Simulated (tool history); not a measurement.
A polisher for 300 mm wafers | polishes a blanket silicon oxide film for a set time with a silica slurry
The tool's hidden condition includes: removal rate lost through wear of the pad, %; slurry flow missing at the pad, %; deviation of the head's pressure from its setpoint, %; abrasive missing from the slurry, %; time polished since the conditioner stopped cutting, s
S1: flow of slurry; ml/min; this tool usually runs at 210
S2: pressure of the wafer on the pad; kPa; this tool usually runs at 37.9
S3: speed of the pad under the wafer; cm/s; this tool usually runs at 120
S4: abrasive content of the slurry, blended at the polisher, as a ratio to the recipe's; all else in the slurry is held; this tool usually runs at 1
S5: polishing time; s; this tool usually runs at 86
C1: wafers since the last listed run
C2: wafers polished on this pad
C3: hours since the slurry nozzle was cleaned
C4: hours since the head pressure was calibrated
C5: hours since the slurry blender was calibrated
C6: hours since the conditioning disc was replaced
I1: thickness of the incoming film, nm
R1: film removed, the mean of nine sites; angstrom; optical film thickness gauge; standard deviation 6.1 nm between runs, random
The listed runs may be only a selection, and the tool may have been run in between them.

run 1 hour=0 | S1=210 S2=37.9 S3=120 S4=1 S5=86 | C1=0 C2=748 C3=168.1 C4=643.7 C5=0.5 C6=317.1 | I1=1370.5 | R1=3636
run 2 hour=7.4 | S1=210 S2=37.9 S3=120 S4=1 S5=86 | C1=43 C2=791 C3=175.5 C4=651.1 C5=7.9 C6=324.5 | I1=1358.4 | R1=3739
run 3 hour=17.8 | S1=210 S2=37.9 S3=120 S4=0.85 S5=86 | C1=61 C2=852 C3=185.9 C4=661.5 C5=18.3 C6=334.9 | I1=1358.6 | R1=3388
-- hour=31.6 worn pad replaced by a new one
run 4 hour=34.2 | S1=210 S2=37.9 S3=120 S4=1 S5=86 | C1=72 C2=15 C3=202.3 C4=677.9 C5=34.7 C6=351.3 | I1=1355 | R1=4028
run 5 hour=46.4 | S1=210 S2=37.9 S3=120 S4=1 S5=86 | C1=71 C2=87 C3=214.5 C4=690.1 C5=46.9 C6=363.5 | I1=1353.2 | R1=4005
run 6 hour=59.5 | S1=210 S2=46.2 S3=120 S4=1 S5=86 | C1=76 C2=164 C3=227.6 C4=703.2 C5=60 C6=376.6 | I1=1370.8 | R1=4736
-- hour=63 conditioning disc replaced and pad reconditioned
run 7 hour=72.4 | S1=210 S2=46.2 S3=120 S4=1 S5=86 | C1=64 C2=228 C3=240.5 C4=716.1 C5=72.9 C6=9.4 | I1=1383.9 | R1=4756
run 8 hour=90.3 | S1=210 S2=46.2 S3=120 S4=1 S5=86 | C1=105 C2=333 C3=258.4 C4=734 C5=90.8 C6=27.3 | I1=1372.1 | R1=4671
-- hour=102.4 slurry blender recalibrated
-- hour=103.2 head pressure recalibrated
run 9 hour=104.6 | S1=210 S2=37.9 S3=120 S4=0.9 S5=86 | C1=67 C2=400 C3=272.7 C4=1.4 C5=2.2 C6=41.6 | I1=1362.8 | R1=3683
run 10 hour=122.4 | S1=210 S2=37.9 S3=120 S4=0.9 S5=86 | C1=104 C2=505 C3=290.5 C4=19.2 C5=20 C6=59.4 | I1=1338.4 | R1=3607
run 11 hour=137.5 | S1=180 S2=37.9 S3=144 S4=1 S5=86 | C1=88 C2=594 C3=305.6 C4=34.3 C5=35.1 C6=74.5 | I1=1386.7 | R1=4343
run 12 hour=155.2 | S1=210 S2=37.9 S3=120 S4=1 S5=86 | C1=104 C2=698 C3=323.3 C4=52 C5=52.8 C6=92.2 | I1=1381.1 | R1=3788
run 13 hour=168 | S1=245 S2=37.9 S3=134 S4=1 S5=75 | C1=75 C2=773 C3=336.1 C4=64.8 C5=65.6 C6=105 | I1=1348.8 | R1=3550
run 14 hour=181.4 | S1=210 S2=37.9 S3=120 S4=1 S5=69 | C1=78 C2=852 C3=349.5 C4=78.2 C5=79 C6=118.4 | I1=1362.3 | R1=2947
-- hour=191.8 slurry nozzle cleaned
run 15 hour=194.7 | S1=160 S2=37.9 S3=152 S4=1 S5=86 | C1=72 C2=924 C3=2.9 C4=91.5 C5=92.3 C6=131.7 | I1=1373.4 | R1=4246
-- hour=212.1 worn pad replaced by a new one
-- hour=222.6 slurry blender recalibrated
run 16 hour=239.4 | S1=240 S2=37.9 S3=120 S4=1 S5=110 | C1=227 C2=148 C3=47.6 C4=136.2 C5=16.8 C6=176.4 | I1=1355.5 | R1=5237
run 17 hour=248.8 | S1=210 S2=37.9 S3=120 S4=1 S5=86 | C1=55 C2=203 C3=57 C4=145.6 C5=26.2 C6=185.8 | I1=1363.7 | R1=3996
run 18 hour=262.2 | S1=210 S2=33.8 S3=120 S4=1 S5=86 | C1=78 C2=282 C3=70.4 C4=159 C5=39.6 C6=199.2 | I1=1344.8 | R1=3545
run 19 hour=275.9 | S1=210 S2=43.4 S3=120 S4=1 S5=86 | C1=80 C2=363 C3=84.1 C4=172.7 C5=53.3 C6=212.9 | I1=1365.2 | R1=4358
run 20 hour=286.8 | S1=210 S2=37.9 S3=120 S4=1 S5=86 | C1=64 C2=427 C3=95 C4=183.6 C5=64.2 C6=223.8 | I1=1374.6 | R1=3960
run 21 hour=298.5 | S1=210 S2=37.9 S3=120 S4=1 S5=86 | C1=68 C2=496 C3=106.7 C4=195.3 C5=75.9 C6=235.5 | I1=1366.3 | R1=3851
run 22 hour=312.7 | S1=210 S2=27.6 S3=120 S4=1 S5=86 | C1=83 C2=579 C3=120.9 C4=209.5 C5=90.1 C6=249.7 | I1=1358.7 | R1=2905
run 23 hour=329.9 | S1=210 S2=46.2 S3=120 S4=1 S5=86 | C1=101 C2=680 C3=138.1 C4=226.7 C5=107.3 C6=266.9 | I1=1362.7 | R1=4493
-- hour=335.1 slurry blender recalibrated
run 24 hour=361.5 | S1=245 S2=37.9 S3=120 S4=1 S5=86 | C1=173 C2=854 C3=169.7 C4=258.3 C5=26.4 C6=298.5 | I1=1359 | R1=3772
run 25 hour=367.7 | S1=210 S2=42.1 S3=138 S4=0.85 S5=115 | C1=36 C2=891 C3=175.9 C4=264.5 C5=32.6 C6=304.7 | I1=1353.5 | R1=5488
run 26 hour=380.5 | S1=210 S2=37.9 S3=120 S4=1 S5=86 | C1=75 C2=966 C3=188.7 C4=277.3 C5=45.4 C6=317.5 | I1=1353.4 | R1=3736

For run 27, what comes out?
run 27 hour=390.7 | S1=210 S2=37.9 S3=104 S4=1 S5=86 | C1=59 C2=1026 C3=198.9 C4=287.5 C5=55.6 C6=327.7 | I1=1362.1 | R1=?

{"run 27": {"R1": 3291}}
Take away the tool's hidden state, keep the run-to-run variation as it was, and the same run would have given R1 3648 angstrom.
